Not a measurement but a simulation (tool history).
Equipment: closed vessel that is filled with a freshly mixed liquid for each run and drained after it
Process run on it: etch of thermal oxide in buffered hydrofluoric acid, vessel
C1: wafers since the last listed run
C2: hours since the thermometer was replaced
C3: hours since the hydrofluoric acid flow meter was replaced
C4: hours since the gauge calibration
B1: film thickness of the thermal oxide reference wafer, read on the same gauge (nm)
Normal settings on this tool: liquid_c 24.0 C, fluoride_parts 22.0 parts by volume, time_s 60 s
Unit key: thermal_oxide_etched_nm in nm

run 1 hour=0.0 | liquid_c=24.0 fluoride_parts=16.0 time_s=60 | C1=0 C2=1967.0 C3=2262.6 C4=1050.4 | B1=139.99 | thermal_oxide_etched_nm=51.73
run 2 hour=31.3 | liquid_c=21.0 fluoride_parts=22.0 time_s=60 | C1=4259 C2=1998.3 C3=2293.9 C4=1081.7 | B1=139.98 | thermal_oxide_etched_nm=31.82
run 3 hour=56.5 | liquid_c=24.0 fluoride_parts=22.0 time_s=60 | C1=3429 C2=2023.5 C3=2319.1 C4=1106.9 | B1=140.07 | thermal_oxide_etched_nm=37.86
run 4 hour=80.6 | liquid_c=24.0 fluoride_parts=22.0 time_s=60 | C1=3279 C2=2047.6 C3=2343.2 C4=1131.0 | B1=139.99 | thermal_oxide_etched_nm=37.79
run 5 hour=97.4 | liquid_c=24.0 fluoride_parts=22.0 time_s=60 | C1=2286 C2=2064.4 C3=2360.0 C4=1147.8 | B1=140.04 | thermal_oxide_etched_nm=37.78
-- hour=117.0 hydrofluoric acid flow meter replaced
run 6 hour=118.9 | liquid_c=24.0 fluoride_parts=15.0 time_s=70 | C1=2789 C2=2085.9 C3=1.9 C4=1169.3 | B1=140.01 | thermal_oxide_etched_nm=56.38
run 7 hour=153.4 | liquid_c=24.0 fluoride_parts=15.0 time_s=70 | C1=4695 C2=2120.4 C3=36.4 C4=1203.8 | B1=140.02 | thermal_oxide_etched_nm=56.42
run 8 hour=174.2 | liquid_c=24.0 fluoride_parts=22.0 time_s=35 | C1=2830 C2=2141.2 C3=57.2 C4=1224.6 | B1=140.00 | thermal_oxide_etched_nm=19.73
-- hour=191.3 gauge calibrated
run 9 hour=192.3 | liquid_c=24.0 fluoride_parts=22.0 time_s=35 | C1=2463 C2=2159.3 C3=75.3 C4=1.0 | B1=140.00 | thermal_oxide_etched_nm=19.94
run 10 hour=221.3 | liquid_c=24.0 fluoride_parts=16.5 time_s=60 | C1=3946 C2=2188.3 C3=104.3 C4=30.0 | B1=139.96 | thermal_oxide_etched_nm=44.15
run 11 hour=241.7 | liquid_c=24.0 fluoride_parts=16.5 time_s=60 | C1=2776 C2=2208.7 C3=124.7 C4=50.4 | B1=140.01 | thermal_oxide_etched_nm=44.23
run 12 hour=273.6 | liquid_c=24.0 fluoride_parts=16.5 time_s=60 | C1=4341 C2=2240.6 C3=156.6 C4=82.3 | B1=140.00 | thermal_oxide_etched_nm=44.40
run 13 hour=306.2 | liquid_c=19.5 fluoride_parts=22.0 time_s=70 | C1=4436 C2=2273.2 C3=189.2 C4=114.9 | B1=139.99 | thermal_oxide_etched_nm=31.09
run 14 hour=322.5 | liquid_c=28.0 fluoride_parts=22.0 time_s=35 | C1=2218 C2=2289.5 C3=205.5 C4=131.2 | B1=139.98 | thermal_oxide_etched_nm=24.83
-- hour=328.0 thermometer replaced
run 15 hour=339.8 | liquid_c=24.0 fluoride_parts=22.0 time_s=30 | C1=2218 C2=11.8 C3=222.8 C4=148.5 | B1=140.04 | thermal_oxide_etched_nm=17.06
run 16 hour=358.5 | liquid_c=20.5 fluoride_parts=30.0 time_s=30 | C1=2544 C2=30.5 C3=241.5 C4=167.2 | B1=140.01 | thermal_oxide_etched_nm=11.40
run 17 hour=380.6 | liquid_c=24.0 fluoride_parts=22.0 time_s=60 | C1=3007 C2=52.6 C3=263.6 C4=189.3 | B1=139.99 | thermal_oxide_etched_nm=34.49
run 18 hour=394.9 | liquid_c=24.0 fluoride_parts=25.0 time_s=60 | C1=1946 C2=66.9 C3=277.9 C4=203.6 | B1=139.98 | thermal_oxide_etched_nm=31.58
run 19 hour=415.3 | liquid_c=24.0 fluoride_parts=22.0 time_s=60 | C1=2776 C2=87.3 C3=298.3 C4=224.0 | B1=139.97 | thermal_oxide_etched_nm=34.57
run 20 hour=434.2 | liquid_c=21.0 fluoride_parts=14.0 time_s=50 | C1=2572 C2=106.2 C3=317.2 C4=242.9 | B1=140.06 | thermal_oxide_etched_nm=36.93
run 21 hour=469.3 | liquid_c=24.0 fluoride_parts=22.0 time_s=60 | C1=4776 C2=141.3 C3=352.3 C4=278.0 | B1=139.94 | thermal_oxide_etched_nm=34.56
run 22 hour=503.4 | liquid_c=20.5 fluoride_parts=15.0 time_s=45 | C1=4640 C2=175.4 C3=386.4 C4=312.1 | B1=140.03 | thermal_oxide_etched_nm=30.27
run 23 hour=537.4 | liquid_c=24.0 fluoride_parts=22.0 time_s=60 | C1=4627 C2=209.4 C3=420.4 C4=346.1 | B1=140.07 | thermal_oxide_etched_nm=34.46
run 24 hour=550.7 | liquid_c=28.0 fluoride_parts=18.5 time_s=85 | C1=1809 C2=222.7 C3=433.7 C4=359.4 | B1=140.00 | thermal_oxide_etched_nm=70.71
run 25 hour=585.8 | liquid_c=27.0 fluoride_parts=13.0 time_s=60 | C1=4776 C2=257.8 C3=468.8 C4=394.5 | B1=140.01 | thermal_oxide_etched_nm=66.72
run 26 hour=613.2 | liquid_c=28.0 fluoride_parts=22.0 time_s=60 | C1=3728 C2=285.2 C3=496.2 C4=421.9 | B1=139.98 | thermal_oxide_etched_nm=43.14
run 27 hour=638.0 | liquid_c=24.0 fluoride_parts=22.0 time_s=60 | C1=3375 C2=310.0 C3=521.0 C4=446.7 | B1=139.99 | thermal_oxide_etched_nm=34.75
run 28 hour=668.4 | liquid_c=24.0 fluoride_parts=22.0 time_s=60 | C1=4137 C2=340.4 C3=551.4 C4=477.1 | B1=140.02 | thermal_oxide_etched_nm=34.41
run 29 hour=692.3 | liquid_c=27.5 fluoride_parts=22.0 time_s=80 | C1=3252 C2=364.3 C3=575.3 C4=501.0 | B1=140.00 | thermal_oxide_etched_nm=55.57
run 30 hour=769.7 | liquid_c=27.0 fluoride_parts=28.5 time_s=35 | C1=10533 C2=441.7 C3=652.7 C4=578.4 | B1=139.97 | thermal_oxide_etched_nm=20.05
run 31 hour=790.5 | liquid_c=28.0 fluoride_parts=25.5 time_s=85 | C1=2830 C2=462.5 C3=673.5 C4=599.2 | B1=140.01 | thermal_oxide_etched_nm=55.50
run 32 hour=809.5 | liquid_c=26.5 fluoride_parts=17.5 time_s=30 | C1=2585 C2=481.5 C3=692.5 C4=618.2 | B1=140.01 | thermal_oxide_etched_nm=24.64
run 33 hour=826.2 | liquid_c=21.0 fluoride_parts=22.0 time_s=60 | C1=2272 C2=498.2 C3=709.2 C4=634.9 | B1=140.00 | thermal_oxide_etched_nm=29.61
run 34 hour=843.0 | liquid_c=24.0 fluoride_parts=26.0 time_s=60 | C1=2286 C2=515.0 C3=726.0 C4=651.7 | B1=139.98 | thermal_oxide_etched_nm=31.14

A few steps of thermal_oxide_etched_nm between consecutive runs. Split each: what settings, incoming material and random variation would produce without the hidden state, and what is left over for the hidden state, along with gauge scatter present in only one of the two compared results (measured, and without hidden state):
The tool's hidden condition here consists of: liquid colder than its thermometer reads (K); hydrofluoric acid flow above the setpoint (%); gauge reads high (%).
Run 1 -> 2: liquid_c 24.0 -> 21.0, fluoride_parts 16.0 -> 22.0. thermal_oxide_etched_nm -19.91 nm: hidden state -3.15, all else -16.76.
Run 5 -> 6: fluoride_parts 22.0 -> 15.0, time_s 60 -> 70, hydrofluoric acid flow meter replaced. thermal_oxide_etched_nm +18.60 nm: hidden state -3.55, all else +22.15.
Run 7 -> 8: fluoride_parts 15.0 -> 22.0, time_s 70 -> 35. thermal_oxide_etched_nm -36.69 nm: hidden state -0.22, all else -36.47.
Run 23 -> 24: liquid_c 24.0 -> 28.0, fluoride_parts 22.0 -> 18.5, time_s 60 -> 85. thermal_oxide_etched_nm +36.25 nm: hidden state +1.15, all else +35.10.
Run 29 -> 30: liquid_c 27.5 -> 27.0, fluoride_parts 22.0 -> 28.5, time_s 80 -> 35. thermal_oxide_etched_nm -35.52 nm: hidden state -0.72, all else -34.80.
